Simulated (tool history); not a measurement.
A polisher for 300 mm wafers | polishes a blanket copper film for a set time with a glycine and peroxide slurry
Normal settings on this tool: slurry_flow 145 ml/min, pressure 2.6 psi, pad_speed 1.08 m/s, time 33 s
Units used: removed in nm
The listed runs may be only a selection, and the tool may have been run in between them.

| run | hour | slurry_flow | pressure | pad_speed | time | wafers since the last listed run | wafers polished on this pad | hours since the slurry nozzle was cleaned | hours since the head pressure was calibrated | incoming thickness of the incoming film, nm | removed |
|---|---|---|---|---|---|---|---|---|---|---|---|
| 1 | 0 | 145 | 2.6 | 1.08 | 25 | 0 | 919 | 350.1 | 780.8 | 2123.5 | 145 |
| 2 | 23.4 | 145 | 2.6 | 1.08 | 33 | 278 | 1197 | 373.5 | 804.2 | 2170.8 | 189.3 |
|  | 43.3 | worn pad replaced by a new one |
| 3 | 103.5 | 145 | 2.6 | 1.08 | 33 | 905 | 716 | 453.6 | 884.3 | 2140.8 | 189.6 |
| 4 | 135.6 | 145 | 2.6 | 1.08 | 33 | 382 | 1098 | 485.7 | 916.4 | 2182.2 | 193.6 |
|  | 151.3 | worn pad replaced by a new one |
| 5 | 164.4 | 145 | 2 | 1.08 | 33 | 295 | 156 | 514.5 | 945.2 | 2169.8 | 153.9 |
|  | 194.3 | head pressure recalibrated |
| 6 | 199.5 | 145 | 2 | 1.08 | 33 | 393 | 550 | 549.6 | 5.2 | 2131.9 | 149.8 |
| 7 | 232.9 | 145 | 2.6 | 1.08 | 28 | 397 | 947 | 583 | 38.6 | 2122.3 | 156.6 |
| 8 | 251.1 | 145 | 2.6 | 1.08 | 28 | 216 | 1164 | 601.2 | 56.8 | 2114.8 | 157.3 |
|  | 287 | worn pad replaced by a new one |
| 9 | 356.7 | 145 | 2.6 | 1.08 | 28 | 1209 | 829 | 706.8 | 162.4 | 2173.1 | 154.4 |

Run 10, settings as shown, results not yet in. Your forecast:
| 10 | 392.5 | 145 | 2.6 | 0.9 | 33 | 426 | 1255 | 742.6 | 198.2 | 2154.7 | ? |

Logged for run 10: removed 155.7 nm.
Without the tool's hidden state the same run would have given removed 167.9 nm.
